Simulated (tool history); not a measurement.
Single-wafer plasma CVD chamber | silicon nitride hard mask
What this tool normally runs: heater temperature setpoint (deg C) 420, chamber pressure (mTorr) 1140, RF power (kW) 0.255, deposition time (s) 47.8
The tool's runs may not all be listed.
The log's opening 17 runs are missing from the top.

run,hour,heater temperature setpoint (deg C),chamber pressure (mTorr),RF power (kW),deposition time (s),wafers since the last listed run,hours since the last thermocouple change,hours since the last RF generator calibration,hours since the last manometer calibration,hours since the showerhead was replaced,hours since the gauge calibration,"read-back reference wafer on the same gauge, thickness_nm",mean film thickness on the monitor wafer (Å)
18,206.1,420,1140,0.255,47.8,257,1894.9,1399.9,11.7,10.1,506.3,43.475,421.87
# hour 228.5: thermocouple changed; heater temperature recalibrated
19,229,420,1140,0.255,47.8,400,0.5,1422.8,34.6,33,529.2,43.486,422.32
20,232.1,420,1140,0.29,47.8,83,3.6,1425.9,37.7,36.1,532.3,43.476,475.19
# hour 251.9: RF generator calibrated
21,252.4,415,1140,0.255,47.8,330,23.9,0.5,58,56.4,552.6,43.512,441.1
22,263.4,412,1140,0.3,47.8,295,34.9,11.5,69,67.4,563.6,43.507,512.46
23,274.2,420,930,0.255,47.8,289,45.7,22.3,79.8,78.2,574.4,43.498,405.09
# hour 278.2: gauge calibrated
24,290.3,406,1370,0.225,51.9,432,61.8,38.4,95.9,94.3,12.1,43.504,451.32
25,305.2,420,1140,0.255,47.8,400,76.7,53.3,110.8,109.2,27,43.525,439.53
26,312.9,420,1140,0.255,47.8,206,84.4,61,118.5,116.9,34.7,43.505,439.44
27,330.3,415,1230,0.255,44.8,467,101.8,78.4,135.9,134.3,52.1,43.5,424.46
28,338.9,420,1140,0.255,47.8,230,110.4,87,144.5,142.9,60.7,43.506,439
29,361.7,420,1140,0.255,47.8,612,133.2,109.8,167.3,165.7,83.5,43.508,439.32
30,377.4,410,940,0.24,42.5,421,148.9,125.5,183,181.4,99.2,43.492,341.7

Branching from run 30: 3 alternative next runs. What would each branch give?
A,377.8,420,1140,0.255,40.6,10,149.3,125.9,183.4,181.8,99.6,?,?
B,377.8,425,1240,0.255,53.8,10,149.3,125.9,183.4,181.8,99.6,?,?
C,377.8,420,1380,0.255,47.8,10,149.3,125.9,183.4,181.8,99.6,?,?

run,"read-back reference wafer on the same gauge, thickness_nm",mean film thickness on the monitor wafer (Å)
A,43.495,373.28
B,43.495,508.36
C,43.495,469.83
Stripped of hidden state, with their random variation kept, the same runs would have yielded:
run,mean film thickness on the monitor wafer (Å)
A,378.13
B,514.97
C,475.93
